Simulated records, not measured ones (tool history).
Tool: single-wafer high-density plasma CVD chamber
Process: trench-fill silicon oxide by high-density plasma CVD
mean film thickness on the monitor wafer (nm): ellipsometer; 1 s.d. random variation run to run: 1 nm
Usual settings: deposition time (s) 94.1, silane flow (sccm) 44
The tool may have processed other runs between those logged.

run	hour	deposition time (s)	silane flow (sccm)	wafers since the last listed run	hours since the silane flow controller was replaced	hours since the gauge calibration	read-back reference wafer on the same gauge, thickness_nm	mean film thickness on the monitor wafer (nm)
1	0.0	94.1	44	0	1284.8	139.0	457.111	406.906
2	14.4	94.1	44	279	1299.2	153.4	457.097	406.790
3	39.2	104.3	47	481	1324.0	178.2	457.028	481.523
4	62.3	104.3	47	448	1347.1	201.3	457.238	480.538
5	77.2	94.1	44	289	1362.0	216.2	457.206	405.218
6	97.9	94.1	44	401	1382.7	236.9	456.862	407.932
7	120.5	94.1	44	438	1405.3	259.5	456.798	405.572
8	153.7	94.1	44	644	1438.5	292.7	456.992	406.064
9	179.1	81.4	39	492	1463.9	318.1	456.992	313.477
10	267.2	94.1	44	1709	1552.0	406.2	456.764	406.730
11	296.9	94.1	44	576	1581.7	435.9	456.854	405.081
12	317.5	100.7	38	399	1602.3	456.5	456.899	374.894
13	331.7	100.7	38	275	1616.5	470.7	456.867	373.624
14	350.1	100.7	38	357	1634.9	489.1	457.245	374.949
15	384.8	94.1	44	673	1669.6	523.8	456.971	405.267
16	416.3	94.1	44	611	1701.1	555.3	457.052	405.873
17	448.1	94.1	44	617	1732.9	587.1	457.078	404.530
18	465.1	83.4	44	329	1749.9	604.1	457.341	359.461
19	500.6	83.4	44	688	1785.4	639.6	456.820	359.460
20	532.8	83.4	44	624	1817.6	671.8	456.946	359.817
21	567.5	94.1	44	673	1852.3	706.5	456.805	404.756
22	588.6	94.1	44	409	1873.4	727.6	456.993	404.275
23	607.9	98.8	44	374	1892.7	746.9	456.840	424.207
# hour 639.5: gauge calibrated
24	704.9	107.6	48	1882	1989.7	65.4	457.107	503.201
25	733.9	112.2	41	562	2018.7	94.4	457.027	448.267
26	762.2	83.0	52	549	2047.0	122.7	456.975	421.829
27	785.5	100.2	49	452	2070.3	146.0	456.883	478.242
28	811.2	81.5	38	498	2096.0	171.7	457.328	302.771
29	841.6	80.5	38	589	2126.4	202.1	457.043	297.270
# hour 893.9: silane flow controller replaced
30	906.6	81.5	38	1106	12.7	267.1	456.968	308.727
31	939.2	103.7	36	632	45.3	299.7	456.773	370.825
32	962.3	94.1	49	448	68.4	322.8	456.953	458.913
33	978.5	77.6	42	314	84.6	339.0	457.013	325.107
34	1010.9	105.2	36	628	117.0	371.4	456.868	376.901
35	1046.1	102.6	44	683	152.2	406.6	457.035	447.780
36	1075.6	94.1	35	572	181.7	436.1	457.051	326.505
37	1090.4	94.1	44	287	196.5	450.9	457.139	413.290
38	1123.0	101.9	44	632	229.1	483.5	456.959	444.764
39	1148.5	94.1	44	494	254.6	509.0	457.000	411.880
40	1168.9	94.1	44	395	275.0	529.4	456.786	410.608
41	1202.9	94.1	38	659	309.0	563.4	457.107	354.897
42	1277.0	110.8	50	1438	383.1	637.5	457.260	547.176
43	1307.7	94.1	44	595	413.8	668.2	457.039	409.512
44	1324.7	81.5	38	329	430.8	685.2	457.170	307.528
45	1338.0	94.1	44	258	444.1	698.5	457.020	408.979

What if the next run were any one of these 5? Each begins from the tool's condition after run 45:
A	1338.4	94.1	37	7	444.5	698.9	?	?
B	1338.4	110.3	42	7	444.5	698.9	?	?
C	1338.4	98.9	41	7	444.5	698.9	?	?
D	1338.4	83.9	40	7	444.5	698.9	?	?
E	1338.4	94.1	52	7	444.5	698.9	?	?

run	read-back reference wafer on the same gauge, thickness_nm	mean film thickness on the monitor wafer (nm)
A	456.986	343.594
B	456.986	457.171
C	456.986	400.160
D	456.986	331.189
E	456.986	482.888
Stripped of hidden state, with their random variation kept, the same runs would have yielded:
run	mean film thickness on the monitor wafer (nm)
A	345.623
B	459.871
C	402.523
D	333.145
E	485.740

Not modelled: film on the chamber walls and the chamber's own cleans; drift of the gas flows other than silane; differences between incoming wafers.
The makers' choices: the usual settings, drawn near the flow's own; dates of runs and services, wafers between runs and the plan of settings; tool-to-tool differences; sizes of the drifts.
